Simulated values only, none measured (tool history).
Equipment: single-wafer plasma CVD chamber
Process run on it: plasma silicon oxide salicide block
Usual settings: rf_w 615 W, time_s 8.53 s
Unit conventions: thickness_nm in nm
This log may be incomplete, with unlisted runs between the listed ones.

run	hour	rf_w	time_s	read-back reference wafer on the same gauge, thickness_nm	thickness_nm
1	0.0	615	8.53	77.591	86.136
2	63.7	615	8.53	77.641	86.434
3	117.9	615	7.35	77.577	74.674
4	179.9	615	7.35	77.600	74.105
5	239.2	615	7.35	77.709	74.594
6	276.5	615	9.25	77.704	93.773
7	318.5	615	9.25	77.552	93.438
8	353.4	615	9.25	77.659	93.675
9	417.5	615	9.04	77.605	91.371
10	457.1	570	9.69	77.595	96.265
11	503.4	615	8.53	77.714	85.653
12	544.0	615	8.53	77.627	85.683
13	592.8	580	7.29	77.569	72.422
14	631.9	580	7.29	77.562	72.180
15	699.1	615	8.53	77.535	85.606
16	746.9	570	9.41	77.609	92.892
# hour 770.0: RF generator calibrated
# hour 770.3: gauge calibrated
17	803.8	615	8.53	77.622	87.412
18	836.7	705	9.35	77.648	98.952
19	864.1	725	7.92	77.723	83.782
# hour 893.4: showerhead replaced
20	893.9	615	8.53	77.660	87.091
21	977.2	615	8.53	77.620	86.750
22	1028.0	660	6.84	77.578	70.493
23	1062.0	545	9.55	77.646	94.273
24	1131.2	700	9.24	77.564	97.144
25	1155.3	505	7.89	77.579	76.835
26	1185.3	710	7.67	77.566	80.289
27	1243.0	615	8.53	77.634	87.145
28	1292.9	615	6.91	77.704	70.289
29	1322.1	700	7.18	77.493	74.909
30	1376.1	615	8.53	77.620	86.092
31	1409.8	615	8.53	77.541	86.323

Predict each of these 3 candidate next runs independently; none follows another, all start after run 31:
A	1410.2	690	8.53	?	?
B	1410.2	720	9.17	?	?
C	1410.2	510	7.29	?	?

run	read-back reference wafer on the same gauge, thickness_nm	thickness_nm
A	77.667	88.709
B	77.667	96.303
C	77.667	70.934
Had the tool no hidden state, the same runs would have come out as:
run	thickness_nm
A	89.477
B	97.136
C	71.548
